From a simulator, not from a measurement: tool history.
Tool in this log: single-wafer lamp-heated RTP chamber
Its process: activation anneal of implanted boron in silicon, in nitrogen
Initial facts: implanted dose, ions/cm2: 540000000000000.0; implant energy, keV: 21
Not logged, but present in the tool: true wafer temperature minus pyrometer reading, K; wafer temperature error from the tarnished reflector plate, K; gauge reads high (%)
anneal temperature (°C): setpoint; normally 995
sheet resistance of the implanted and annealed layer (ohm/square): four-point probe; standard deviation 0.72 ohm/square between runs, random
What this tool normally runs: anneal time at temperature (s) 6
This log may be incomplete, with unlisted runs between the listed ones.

run   hour  anneal temperature (°C)  anneal time at temperature (s)  wafers since the last listed run  wafers since the last pyrometer calibration  wafers since the reflector plate was cleaned  hours since the gauge calibration  read-back reference wafer on the same gauge, sheet resistance  sheet resistance of the implanted and annealed layer (ohm/square)
  1      0                     1005                               3                                 0                                          192                                          1025                              146.1                                                         172.06                                                              191.1
  2   26.7                      995                               6                               516                                          709                                          1542                              172.8                                                         171.97                                                              193.5
  3   45.1                      981                               6                               355                                         1065                                          1898                              191.2                                                          172.1                                                              204.2
  4   69.4                      981                               6                               470                                         1535                                          2368                              215.5                                                         171.86                                                              203.1
  5   94.8                      995                               5                               491                                         2027                                          2859                              240.9                                                         172.05                                                             192.46
  6  109.6                      995                               5                               286                                         2313                                          3146                              255.7                                                         171.86                                                             192.08
  7  139.5                      995                               5                               578                                         2891                                          3724                              285.6                                                         171.55                                                             191.71
  8  172.4                      995                               6                               636                                         3528                                          4361                              318.5                                                          171.9                                                             189.07
  9  191.2                      995                               6                               363                                         3892                                          4725                              337.3                                                          171.8                                                             189.09
 10  224.4                      995                               6                               642                                         4534                                          5367                              370.5                                                          171.8                                                             188.92
     248.2  -- pyrometer window cleaned and pyrometer calibrated
 11  248.7                      995                               6                               315                                           10                                          5682                              394.8                                                         171.71                                                             190.43
 12  273.4                      995                               3                               477                                          487                                          6160                              419.5                                                          171.8                                                             191.94
 13  286.5                      983                               9                               253                                          741                                          6414                              432.6                                                         172.28                                                             195.14
 14  311.2                      982                               6                               477                                         1219                                          6891                              457.3                                                         172.09                                                             195.46
 15  329.3                      995                               6                               350                                         1569                                          7242                              475.4                                                         171.93                                                              189.4
 16  353.2                      995                               3                               462                                         2031                                          7704                              499.3                                                         172.25                                                             190.35
     354.2  -- gauge calibrated
 17  378.1                      995                               6                               481                                         2513                                          8186                               23.9                                                         171.88                                                             188.51
       400  -- reflector plate cleaned
 18  400.5                      995                               9                               278                                         2792                                            10                               46.3                                                         171.99                                                             189.86
 19  421.8                     1006                               4                               412                                         3204                                           422                               67.6                                                         172.26                                                              188.6
 20  442.8                     1014                               8                               406                                         3610                                           828                               88.6                                                         171.55                                                             184.86
 21  469.5                     1014                               3                               516                                         4127                                          1345                              115.3                                                         172.21                                                             187.92
 22  496.8                      976                               6                               528                                         4655                                          1873                              142.6                                                         172.32                                                             198.71
 23  530.8                      995                               6                               657                                         5313                                          2531                              176.6                                                         171.88                                                              188.6

Predict each of these 4 candidate next runs independently; none follows another, all start after run 23:
  A  531.2                      984                               6                                 7                                         5321                                          2538                                177                                                              ?                                                                  ?
  B  531.2                      995                               7                                 7                                         5321                                          2538                                177                                                              ?                                                                  ?
  C  531.2                     1008                               8                                 7                                         5321                                          2538                                177                                                              ?                                                                  ?
  D  531.2                      985                               8                                 7                                         5321                                          2538                                177                                                              ?                                                                  ?

run  read-back reference wafer on the same gauge, sheet resistance  sheet resistance of the implanted and annealed layer (ohm/square)
  A                                                         172.34                                                             193.09
  B                                                         172.34                                                             188.57
  C                                                         172.34                                                             185.67
  D                                                         172.34                                                             191.59
With the hidden condition removed and each run's random variation left untouched, the same runs would have given:
run  sheet resistance of the implanted and annealed layer (ohm/square)
  A                                                             201.96
  B                                                             193.77
  C                                                             188.32
  D                                                             199.66
